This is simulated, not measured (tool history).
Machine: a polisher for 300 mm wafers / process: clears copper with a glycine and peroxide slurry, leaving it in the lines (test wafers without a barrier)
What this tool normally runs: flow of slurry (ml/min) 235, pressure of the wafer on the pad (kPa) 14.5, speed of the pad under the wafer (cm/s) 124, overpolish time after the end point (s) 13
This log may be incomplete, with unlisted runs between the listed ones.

| run | hour | flow of slurry (ml/min) | pressure of the wafer on the pad (kPa) | speed of the pad under the wafer (cm/s) | overpolish time after the end point (s) | wafers since the last listed run | wafers polished on this pad | hours since the slurry nozzle was cleaned | hours since the head pressure was calibrated | incoming thickness of the incoming film, nm | time until the end point was called (s) | dishing of a wide line in a test structure (Å) |
|---|---|---|---|---|---|---|---|---|---|---|---|---|
| 1 | 0.0 | 235 | 14.5 | 124 | 13 | 0 | 3938 | 713.1 | 155.9 | 739.5 | 167.3 | 407 |
| 2 | 66.5 | 235 | 14.5 | 124 | 13 | 435 | 4374 | 779.6 | 222.4 | 735.8 | 167.8 | 395 |
|  | 69.9 | slurry nozzle cleaned |
|  | 265.2 | worn pad replaced by a new one |
| 3 | 271.7 | 235 | 14.5 | 124 | 13 | 1312 | 42 | 201.8 | 427.6 | 743.6 | 148.7 | 448 |
| 4 | 360.6 | 235 | 14.5 | 124 | 13 | 582 | 625 | 290.7 | 516.5 | 730.8 | 149.3 | 444 |
| 5 | 463.8 | 235 | 14.5 | 124 | 13 | 676 | 1301 | 393.9 | 619.7 | 731.8 | 150.0 | 439 |
| 6 | 548.3 | 235 | 14.5 | 124 | 13 | 554 | 1855 | 478.4 | 704.2 | 746.6 | 152.4 | 446 |
|  | 636.4 | head pressure recalibrated |
| 7 | 652.2 | 235 | 14.5 | 124 | 13 | 668 | 2523 | 582.3 | 15.8 | 734.4 | 165.0 | 413 |
|  | 721.4 | slurry nozzle cleaned |
| 8 | 752.4 | 235 | 14.5 | 124 | 13 | 650 | 3174 | 31.0 | 116.0 | 730.8 | 160.6 | 392 |
| 9 | 830.9 | 235 | 14.5 | 124 | 13 | 514 | 3689 | 109.5 | 194.5 | 727.8 | 164.2 | 382 |
| 10 | 887.4 | 255 | 14.5 | 124 | 13 | 370 | 4059 | 166.0 | 251.0 | 744.3 | 170.3 | 393 |
| 11 | 976.3 | 255 | 14.5 | 124 | 13 | 582 | 4642 | 254.9 | 339.9 | 740.5 | 168.2 | 379 |
|  | 1032.3 | worn pad replaced by a new one |
| 12 | 1047.7 | 235 | 14.5 | 108 | 16 | 441 | 100 | 326.3 | 411.3 | 729.4 | 168.5 | 457 |
| 13 | 1127.1 | 235 | 14.5 | 124 | 13 | 520 | 621 | 405.7 | 490.7 | 740.0 | 152.7 | 419 |
| 14 | 1214.9 | 160 | 19.3 | 142 | 11 | 575 | 1197 | 493.5 | 578.5 | 735.0 | 106.6 | 497 |
| 15 | 1271.3 | 235 | 11.0 | 112 | 13 | 369 | 1566 | 549.9 | 634.9 | 726.9 | 200.4 | 319 |
|  | 1303.5 | head pressure recalibrated |
| 16 | 1369.9 | 235 | 14.5 | 88 | 10 | 633 | 2200 | 648.5 | 66.4 | 733.9 | 208.4 | 268 |
|  | 1446.3 | slurry nozzle cleaned |
| 17 | 1452.4 | 235 | 14.5 | 124 | 13 | 534 | 2734 | 6.1 | 148.9 | 741.0 | 166.8 | 404 |
| 18 | 1509.5 | 300 | 15.9 | 124 | 13 | 374 | 3108 | 63.2 | 206.0 | 726.5 | 147.5 | 424 |
| 19 | 1587.1 | 235 | 14.5 | 124 | 13 | 508 | 3617 | 140.8 | 283.6 | 721.3 | 160.0 | 397 |
| 20 | 1648.6 | 235 | 12.4 | 124 | 13 | 403 | 4020 | 202.3 | 345.1 | 731.2 | 186.3 | 348 |
|  | 1697.0 | worn pad replaced by a new one |
| 21 | 1746.9 | 235 | 14.5 | 160 | 19 | 618 | 327 | 300.6 | 443.4 | 743.2 | 120.0 | 648 |
| 22 | 1793.6 | 205 | 13.1 | 124 | 8 | 306 | 633 | 347.3 | 490.1 | 735.9 | 163.7 | 267 |
| 23 | 1900.8 | 235 | 14.5 | 124 | 13 | 702 | 1336 | 454.5 | 597.3 | 734.8 | 149.2 | 446 |
| 24 | 1973.7 | 235 | 14.5 | 92 | 16 | 477 | 1814 | 527.4 | 670.2 | 738.8 | 189.4 | 443 |
| 25 | 2046.3 | 235 | 14.5 | 88 | 21 | 475 | 2290 | 600.0 | 742.8 | 732.4 | 192.3 | 504 |
| 26 | 2136.4 | 235 | 17.9 | 106 | 13 | 590 | 2881 | 690.1 | 832.9 | 734.0 | 140.9 | 456 |
|  | 2151.3 | head pressure recalibrated |
|  | 2176.2 | slurry nozzle cleaned |
| 27 | 2185.0 | 185 | 12.4 | 138 | 6 | 298 | 3180 | 8.8 | 33.7 | 741.3 | 176.4 | 189 |
| 28 | 2238.0 | 235 | 18.6 | 124 | 6 | 347 | 3527 | 61.8 | 86.7 | 733.5 | 133.3 | 235 |
| 29 | 2299.0 | 205 | 17.9 | 166 | 15 | 399 | 3927 | 122.8 | 147.7 | 741.6 | 112.5 | 593 |
| 30 | 2356.6 | 285 | 14.5 | 94 | 13 | 377 | 4305 | 180.4 | 205.3 | 738.9 | 207.1 | 310 |
|  | 2418.6 | worn pad replaced by a new one |
| 31 | 2464.2 | 235 | 14.5 | 124 | 13 | 679 | 298 | 288.0 | 312.9 | 745.4 | 152.0 | 422 |
| 32 | 2568.0 | 235 | 17.9 | 138 | 13 | 680 | 979 | 391.8 | 416.7 | 745.3 | 117.5 | 523 |
| 33 | 2627.4 | 235 | 14.5 | 86 | 9 | 389 | 1368 | 451.2 | 476.1 | 740.3 | 203.6 | 244 |
| 34 | 2698.2 | 180 | 17.2 | 124 | 13 | 464 | 1833 | 522.0 | 546.9 | 734.8 | 134.3 | 466 |

For each entry between runs, how does the tool's hidden state at the last listed run before it compare with that at the first listed run after it?
Logged between run 2 and run 3: slurry nozzle cleaned (hour 69.9); worn pad replaced by a new one (hour 265.2)
  removal rate lost through wear of the pad, %: 11.5 -> 1.45; deviation of the head's pressure from its setpoint, %: 2.42 -> 5.16
  difference, measured minus the result without the unlogged condition, time until the end point was called (s): +16.4 -> -4.0; dishing of a wide line in a test structure (Å): -34 -> +10
Logged between run 6 and run 7: head pressure recalibrated (hour 636.4)
  removal rate lost through wear of the pad, %: 5.79 -> 7.42; deviation of the head's pressure from its setpoint, %: 11.6 -> -0.0792
  difference, measured minus the result without the unlogged condition, time until the end point was called (s): -4.7 -> +12.4; dishing of a wide line in a test structure (Å): +14 -> -27
Logged between run 7 and run 8: slurry nozzle cleaned (hour 721.4)
  removal rate lost through wear of the pad, %: 7.42 -> 8.99; deviation of the head's pressure from its setpoint, %: -0.0792 -> 0.192
  difference, measured minus the result without the unlogged condition, time until the end point was called (s): +12.4 -> +14.2; dishing of a wide line in a test structure (Å): -27 -> -31
Logged between run 11 and run 12: worn pad replaced by a new one (hour 1032.3)
  removal rate lost through wear of the pad, %: 12.5 -> 1.81; deviation of the head's pressure from its setpoint, %: 2.29 -> 3.39
  difference, measured minus the result without the unlogged condition, time until the end point was called (s): +18.3 -> -1.3; dishing of a wide line in a test structure (Å): -36 -> +4
Logged between run 15 and run 16: head pressure recalibrated (hour 1303.5)
  removal rate lost through wear of the pad, %: 5.32 -> 6.86; deviation of the head's pressure from its setpoint, %: 8.19 -> 1.65
  difference, measured minus the result without the unlogged condition, time until the end point was called (s): -1.1 -> +11.8; dishing of a wide line in a test structure (Å): +3 -> -14
Logged between run 16 and run 17: slurry nozzle cleaned (hour 1446.3)
  removal rate lost through wear of the pad, %: 6.86 -> 8.16; deviation of the head's pressure from its setpoint, %: 1.65 -> 2.01
  difference, measured minus the result without the unlogged condition, time until the end point was called (s): +11.8 -> +11.1; dishing of a wide line in a test structure (Å): -14 -> -22
Logged between run 20 and run 21: worn pad replaced by a new one (hour 1697.0)
  removal rate lost through wear of the pad, %: 11.2 -> 2.55; deviation of the head's pressure from its setpoint, %: 4 -> 5.59
  difference, measured minus the result without the unlogged condition, time until the end point was called (s): +15.7 -> -2.5; dishing of a wide line in a test structure (Å): -26 -> +13
Logged between run 26 and run 27: head pressure recalibrated (hour 2151.3); slurry nozzle cleaned (hour 2176.2)
  removal rate lost through wear of the pad, %: 8.66 -> 9.43; deviation of the head's pressure from its setpoint, %: 15.8 -> 0.634
  difference, measured minus the result without the unlogged condition, time until the end point was called (s): -4.5 -> +15.9; dishing of a wide line in a test structure (Å): +15 -> -17
Logged between run 30 and run 31: worn pad replaced by a new one (hour 2418.6)
  removal rate lost through wear of the pad, %: 12.1 -> 1.88; deviation of the head's pressure from its setpoint, %: 1.48 -> 2.62
  difference, measured minus the result without the unlogged condition, time until the end point was called (s): +23.1 -> -0.3; dishing of a wide line in a test structure (Å): -32 -> +1

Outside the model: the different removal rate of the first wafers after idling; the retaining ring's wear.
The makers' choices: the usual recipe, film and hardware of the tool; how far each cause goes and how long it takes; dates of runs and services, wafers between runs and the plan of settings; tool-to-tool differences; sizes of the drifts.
